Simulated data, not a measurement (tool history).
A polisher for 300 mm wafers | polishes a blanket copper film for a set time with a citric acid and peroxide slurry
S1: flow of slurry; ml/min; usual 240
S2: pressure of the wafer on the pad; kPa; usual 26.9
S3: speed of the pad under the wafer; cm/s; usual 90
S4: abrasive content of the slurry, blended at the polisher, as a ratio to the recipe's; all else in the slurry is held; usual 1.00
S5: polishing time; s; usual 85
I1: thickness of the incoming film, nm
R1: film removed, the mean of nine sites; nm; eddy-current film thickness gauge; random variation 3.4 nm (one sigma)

Run 1, hour 0.0: usual settings; I1 1138.2. Result: R1 242.9 nm.
At hour 40.6: slurry blender recalibrated.
Run 2, hour 52.2: usual settings; I1 1170.6. Result: R1 237.1 nm.
Run 3, hour 65.5: usual settings; I1 1139.1. Result: R1 244.8 nm.
At hour 72.0: worn pad replaced by a new one.
Run 4, hour 77.2: usual settings; I1 1165.2. Result: R1 240.4 nm.
Run 5, hour 92.7: usual settings; I1 1152.7. Result: R1 238.8 nm.
Run 6, hour 98.8: usual settings but S3 66 cm/s; I1 1154.7. Result: R1 178.5 nm.
Run 7, hour 113.6: usual settings but S3 66 cm/s; I1 1133.8. Result: R1 183.8 nm.
At hour 120.1: head pressure recalibrated.
Run 8, hour 125.6: usual settings but S3 66 cm/s; I1 1130.8. Result: R1 183.7 nm.
Run 9, hour 135.7: usual settings; I1 1161.4. Result: R1 231.6 nm.
At hour 142.1: slurry nozzle cleaned.
Run 10, hour 142.8: usual settings but S1 290 ml/min, S2 29.6 kPa, S3 78 cm/s, S4 0.70; I1 1145.8. Result: R1 236.3 nm.
At hour 148.8: slurry blender recalibrated.
Run 11, hour 158.6: usual settings but S3 102 cm/s; I1 1138.1. Result: R1 281.4 nm.
Run 12, hour 167.3: usual settings; I1 1139.5. Result: R1 250.8 nm.
At hour 182.9: worn pad replaced by a new one.
Run 13, hour 216.2: usual settings; I1 1147.9. Result: R1 240.7 nm.
Run 14, hour 226.1: usual settings but S5 102 s; I1 1156.7. Result: R1 297.5 nm.
Run 15, hour 237.2: usual settings but S1 195 ml/min; I1 1136.2. Result: R1 235.8 nm.
Run 16, hour 251.3: usual settings but S1 270 ml/min, S2 17.9 kPa, S3 98 cm/s, S5 108 s; I1 1148.8. Result: R1 232.9 nm.
Run 17, hour 262.4: usual settings but S1 220 ml/min, S3 66 cm/s; I1 1153.0. Result: R1 185.1 nm.
At hour 269.6: slurry blender recalibrated.
Run 18, hour 270.1: usual settings but S2 21.4 kPa, S3 120 cm/s, S5 75 s; I1 1126.7. Result: R1 222.6 nm.
Run 19, hour 278.3: usual settings but S1 290 ml/min, S3 78 cm/s; I1 1135.3. Result: R1 224.8 nm.
Run 20, hour 296.1: usual settings but S2 31.0 kPa, S3 116 cm/s, S4 0.85, S5 114 s; I1 1143.3. Result: R1 453.4 nm.
Run 21, hour 310.1: usual settings but S2 24.1 kPa, S4 1.25, S5 102 s; I1 1175.0. Result: R1 267.7 nm.
At hour 316.0: worn pad replaced by a new one.
Run 22, hour 327.2: usual settings but S2 31.7 kPa, S3 114 cm/s; I1 1135.6. Result: R1 343.3 nm.
Run 23, hour 340.1: usual settings but S1 205 ml/min, S4 1.20, S5 58 s; I1 1150.5. Result: R1 162.7 nm.
Run 24, hour 355.1: usual settings but S1 180 ml/min, S5 96 s; I1 1140.8. Result: R1 248.3 nm.
At hour 377.1: slurry nozzle cleaned.
At hour 402.2: slurry blender recalibrated.
Run 25, hour 405.7: usual settings but S2 35.2 kPa, S4 0.80; I1 1158.4. Result: R1 307.8 nm.
Run 26, hour 421.6: usual settings but S3 58 cm/s, S4 1.15; I1 1149.9. Result: R1 178.7 nm.
At hour 433.4: worn pad replaced by a new one.
Run 27, hour 433.9: usual settings; I1 1163.4. Result: R1 253.5 nm.
Run 28, hour 441.2: usual settings; I1 1138.4. Result: R1 247.1 nm.
Run 29, hour 453.5: usual settings but S1 165 ml/min, S2 19.3 kPa, S4 1.10; I1 1150.6. Result: R1 170.6 nm.
Run 30, hour 470.5: usual settings but S1 310 ml/min, S4 1.15, S5 113 s; I1 1139.1. Result: R1 347.0 nm.

Hidden state or all else? Some run-to-run changes of R1, split into what the settings, what came in and random variation would give without the hidden state, and what is left for the hidden state (with any gauge scatter that isn't in both results):
The hidden state here: removal rate lost through wear of the pad, %; slurry flow missing at the pad, %; deviation of the head's pressure from its setpoint, %; abrasive missing from the slurry, %.
Run 9 -> 10: S1 240 -> 290, S2 26.9 -> 29.6, S3 90 -> 78, S4 1.00 -> 0.70, slurry nozzle cleaned. R1 +4.7 nm: hidden state +16.9, all else -12.2.
Run 19 -> 20: S1 290 -> 240, S2 26.9 -> 31.0, S3 78 -> 116, S4 1.00 -> 0.85, S5 85 -> 114. R1 +228.6 nm: hidden state -13.3, all else +241.9.
Run 20 -> 21: S2 31.0 -> 24.1, S3 116 -> 90, S4 0.85 -> 1.25, S5 114 -> 102. R1 -185.7 nm: hidden state +7.0, all else -192.7.
Run 22 -> 23: S1 240 -> 205, S2 31.7 -> 26.9, S3 114 -> 90, S4 1.00 -> 1.20, S5 85 -> 58. R1 -180.6 nm: hidden state +7.8, all else -188.4.
Run 24 -> 25: S1 180 -> 240, S2 26.9 -> 35.2, S4 1.00 -> 0.80, S5 96 -> 85, slurry nozzle cleaned, slurry blender recalibrated. R1 +59.5 nm: hidden state +21.2, all else +38.3.

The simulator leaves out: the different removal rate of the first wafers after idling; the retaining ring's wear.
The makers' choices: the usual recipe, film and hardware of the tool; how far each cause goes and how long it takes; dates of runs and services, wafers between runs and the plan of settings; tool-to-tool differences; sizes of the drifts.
